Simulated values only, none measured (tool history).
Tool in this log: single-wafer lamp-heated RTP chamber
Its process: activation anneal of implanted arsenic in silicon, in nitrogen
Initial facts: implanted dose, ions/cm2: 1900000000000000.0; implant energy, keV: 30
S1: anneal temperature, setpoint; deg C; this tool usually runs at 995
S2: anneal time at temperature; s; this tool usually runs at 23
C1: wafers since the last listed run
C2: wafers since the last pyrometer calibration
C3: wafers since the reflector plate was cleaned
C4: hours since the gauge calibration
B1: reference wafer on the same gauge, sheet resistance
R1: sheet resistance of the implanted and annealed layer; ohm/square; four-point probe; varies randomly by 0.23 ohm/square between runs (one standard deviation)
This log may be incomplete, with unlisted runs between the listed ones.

run 1 hour=0 | S1=995 S2=32 | C1=0 C2=2823 C3=5354 C4=906.3 | B1=108 | R1=90.47
run 2 hour=31.1 | S1=995 S2=32 | C1=541 C2=3364 C3=5895 C4=937.4 | B1=107.96 | R1=89.74
run 3 hour=123.4 | S1=995 S2=23 | C1=1605 C2=4970 C3=7500 C4=1029.7 | B1=107.89 | R1=92.9
run 4 hour=192.1 | S1=995 S2=23 | C1=1195 C2=6165 C3=8695 C4=1098.4 | B1=108.01 | R1=93
-- hour=258 pyrometer window cleaned and pyrometer calibrated
run 5 hour=356.7 | S1=1009 S2=26 | C1=2724 C2=1717 C3=11420 C4=1263 | B1=108.04 | R1=87.53
run 6 hour=439.5 | S1=1009 S2=26 | C1=1440 C2=3158 C3=12860 C4=1345.8 | B1=108.02 | R1=87.78
run 7 hour=463.7 | S1=1018 S2=12 | C1=420 C2=3579 C3=13281 C4=1370 | B1=107.96 | R1=92.37
run 8 hour=509.2 | S1=995 S2=23 | C1=791 C2=4370 C3=14073 C4=1415.5 | B1=107.96 | R1=92.76
run 9 hour=562.5 | S1=995 S2=23 | C1=927 C2=5298 C3=15000 C4=1468.8 | B1=107.95 | R1=92.37
-- hour=584.1 reflector plate cleaned
run 10 hour=590.5 | S1=995 S2=23 | C1=347 C2=5645 C3=110 C4=1496.8 | B1=108 | R1=94.63
-- hour=613.1 pyrometer window cleaned and pyrometer calibrated
run 11 hour=644.4 | S1=995 S2=33 | C1=798 C2=543 C3=909 C4=1550.7 | B1=107.99 | R1=90.89
run 12 hour=689.9 | S1=995 S2=18 | C1=791 C2=1335 C3=1700 C4=1596.2 | B1=107.97 | R1=95.81
run 13 hour=724.2 | S1=995 S2=23 | C1=596 C2=1932 C3=2297 C4=1630.5 | B1=108.11 | R1=93.93
run 14 hour=765.7 | S1=995 S2=23 | C1=721 C2=2654 C3=3019 C4=1672 | B1=107.98 | R1=93.75
-- hour=911 gauge calibrated
run 15 hour=923.6 | S1=971 S2=29 | C1=2746 C2=5400 C3=5766 C4=12.6 | B1=108.04 | R1=98.04
run 16 hour=984.2 | S1=995 S2=23 | C1=1054 C2=6455 C3=6820 C4=73.2 | B1=107.92 | R1=93.15
-- hour=1047.8 pyrometer window cleaned and pyrometer calibrated
run 17 hour=1048.3 | S1=995 S2=23 | C1=975 C2=8 C3=7796 C4=137.3 | B1=108.03 | R1=92.43
run 18 hour=1088.4 | S1=1012 S2=16 | C1=697 C2=706 C3=8494 C4=177.4 | B1=108.07 | R1=91.43
run 19 hour=1141.3 | S1=1011 S2=9 | C1=920 C2=1626 C3=9414 C4=230.3 | B1=108.02 | R1=96.92
run 20 hour=1167.1 | S1=970 S2=14 | C1=448 C2=2075 C3=9863 C4=256.1 | B1=107.96 | R1=104.47
run 21 hour=1216.3 | S1=968 S2=32 | C1=855 C2=2931 C3=10719 C4=305.3 | B1=107.97 | R1=97.62
run 22 hour=1274.2 | S1=968 S2=27 | C1=1007 C2=3938 C3=11726 C4=363.2 | B1=108.14 | R1=98.83
run 23 hour=1301.8 | S1=995 S2=23 | C1=480 C2=4418 C3=12206 C4=390.8 | B1=108.02 | R1=92.58
-- hour=1433.7 reflector plate cleaned
-- hour=1435.1 pyrometer window cleaned and pyrometer calibrated
run 24 hour=1450.4 | S1=976 S2=32 | C1=2420 C2=265 C3=265 C4=539.4 | B1=107.99 | R1=97.63
run 25 hour=1475.9 | S1=979 S2=35 | C1=443 C2=709 C3=709 C4=564.9 | B1=108.07 | R1=95.68
run 26 hour=1686.6 | S1=995 S2=23 | C1=3665 C2=4374 C3=4374 C4=775.6 | B1=108.07 | R1=93.34

Entry by entry between the runs, the difference in hidden state between the last listed run before and the first listed run after:
Between runs 4 and 5: pyrometer window cleaned and pyrometer calibrated (hour 258)
  wafer temperature error from the tarnished reflector plate, K: 7.11 -> 7.7
  difference, measured minus the result without the unlogged condition, R1: -2.02 -> -2.23 ohm/square
Between runs 9 and 10: reflector plate cleaned (hour 584.1)
  wafer temperature error from the tarnished reflector plate, K: 8.09 -> 0.85
  difference, measured minus the result without the unlogged condition, R1: -2.28 -> -0.25 ohm/square
Between runs 10 and 11: pyrometer window cleaned and pyrometer calibrated (hour 613.1)
  wafer temperature error from the tarnished reflector plate, K: 0.85 -> 2.26
  difference, measured minus the result without the unlogged condition, R1: -0.25 -> -0.68 ohm/square
Between runs 14 and 15: gauge calibrated (hour 911)
  wafer temperature error from the tarnished reflector plate, K: 4.58 -> 6.44
  difference, measured minus the result without the unlogged condition, R1: -1.31 -> -1.96 ohm/square
Between runs 16 and 17: pyrometer window cleaned and pyrometer calibrated (hour 1047.8)
  wafer temperature error from the tarnished reflector plate, K: 6.91 -> 7.32
  difference, measured minus the result without the unlogged condition, R1: -1.96 -> -2.06 ohm/square
Between runs 23 and 24: reflector plate cleaned (hour 1433.7); pyrometer window cleaned and pyrometer calibrated (hour 1435.1)
  wafer temperature error from the tarnished reflector plate, K: 8.25 -> 0.816
  difference, measured minus the result without the unlogged condition, R1: -2.34 -> -0.25 ohm/square

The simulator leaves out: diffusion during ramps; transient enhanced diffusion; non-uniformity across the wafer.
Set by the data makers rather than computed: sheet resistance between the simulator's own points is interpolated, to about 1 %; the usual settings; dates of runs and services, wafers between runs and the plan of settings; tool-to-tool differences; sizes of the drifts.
